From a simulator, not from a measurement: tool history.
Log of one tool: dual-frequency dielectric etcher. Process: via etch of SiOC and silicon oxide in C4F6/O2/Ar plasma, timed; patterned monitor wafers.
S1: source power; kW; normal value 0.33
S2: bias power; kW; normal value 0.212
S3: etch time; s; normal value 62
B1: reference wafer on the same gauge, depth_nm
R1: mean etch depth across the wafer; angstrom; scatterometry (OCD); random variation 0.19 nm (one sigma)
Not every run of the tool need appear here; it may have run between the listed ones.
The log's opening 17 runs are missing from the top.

run 18 hour=1242.9 | S1=0.33 S2=0.261 S3=49.5 | B1=61.8 | R1=668
-- hour=1291.7 bias power generator calibrated
run 19 hour=1302.5 | S1=0.33 S2=0.212 S3=62 | B1=61.8 | R1=738
run 20 hour=1342.9 | S1=0.33 S2=0.212 S3=62 | B1=61.8 | R1=739
-- hour=1402.2 wet clean of the chamber
run 21 hour=1402.7 | S1=0.29 S2=0.258 S3=62 | B1=61.8 | R1=791
run 22 hour=1475.6 | S1=0.3 S2=0.244 S3=69 | B1=61.8 | R1=861
-- hour=1550.1 upper electrode replaced
run 23 hour=1550.6 | S1=0.33 S2=0.212 S3=62 | B1=61.8 | R1=739
-- hour=1558.6 source power generator calibrated
run 24 hour=1641.9 | S1=0.38 S2=0.187 S3=62 | B1=61.8 | R1=711
run 25 hour=1742.3 | S1=0.33 S2=0.212 S3=62 | B1=61.8 | R1=737
run 26 hour=1783.6 | S1=0.33 S2=0.226 S3=62 | B1=61.8 | R1=761
run 27 hour=1846.1 | S1=0.33 S2=0.212 S3=62 | B1=61.8 | R1=737
run 28 hour=1889.2 | S1=0.3 S2=0.165 S3=43.5 | B1=61.7 | R1=437
run 29 hour=2037.7 | S1=0.33 S2=0.226 S3=76.5 | B1=61.8 | R1=949
-- hour=2083.9 wet clean of the chamber
run 30 hour=2134.1 | S1=0.33 S2=0.212 S3=62 | B1=61.8 | R1=740

Consider 3 possible next runs. They are alternatives, not a sequence: every one starts from the tool as it was left by run 30. What does each give?
run A hour=2134.5 | S1=0.33 S2=0.212 S3=62 | B1=? | R1=?
run B hour=2134.5 | S1=0.33 S2=0.19 S3=67.5 | B1=? | R1=?
run C hour=2134.5 | S1=0.26 S2=0.26 S3=76.5 | B1=? | R1=?

run=A B1=61.8 R1=741
run=B B1=61.8 R1=759
run=C B1=61.8 R1=957
Without the tool's unlogged condition, the same runs would have read:
run=A R1=723
run=B R1=742
run=C R1=934
